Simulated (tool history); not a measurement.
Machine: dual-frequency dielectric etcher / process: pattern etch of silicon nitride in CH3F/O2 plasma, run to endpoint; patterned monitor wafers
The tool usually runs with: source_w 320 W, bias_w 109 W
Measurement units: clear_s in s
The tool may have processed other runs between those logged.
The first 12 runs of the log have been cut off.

run	hour	source_w	bias_w	incoming incoming film thickness, nm	clear_s
# hour 341.7: bias power generator calibrated
# hour 357.2: wet clean of the chamber
13	357.7	320	89	83.3	97.4
14	358.1	320	109	84.6	90.5
15	390.4	320	125	83.5	85.0
# hour 406.0: source power generator calibrated
16	423.4	270	92	83.4	107.9
17	448.7	380	89	84.6	91.5
18	470.4	320	96	82.9	95.4
# hour 508.0: upper electrode replaced
19	508.5	320	109	83.6	90.4
20	570.7	280	87	83.3	108.0
21	606.6	390	125	84.1	77.5
22	630.8	350	92	83.7	93.9
23	656.1	370	128	83.3	78.7
24	672.1	320	118	82.6	87.4
25	693.5	280	109	83.0	98.6
26	723.3	280	118	83.0	95.5
27	735.6	380	93	83.6	89.7
28	769.0	320	109	83.7	92.3
29	804.2	340	131	83.9	82.2
30	833.8	320	109	83.2	91.8
31	859.6	320	109	84.0	92.7
# hour 895.5: wet clean of the chamber
32	896.0	320	133	83.1	80.9
33	917.0	320	125	83.8	84.7
34	964.3	260	123	83.0	95.8
35	992.0	300	109	84.0	94.3
36	1021.9	400	119	83.4	76.8

Here are 3 independent what-if runs from the current tool condition. What would each one return?
A	1022.4	260	109	83.2	?
B	1022.4	320	91	83.2	?
C	1022.4	320	127	83.2	?

run	clear_s
A	102.3
B	98.4
C	84.2
The same runs, with their run-to-run variation unchanged, on a tool lacking any hidden condition would have given:
run	clear_s
A	101.3
B	97.4
C	83.4
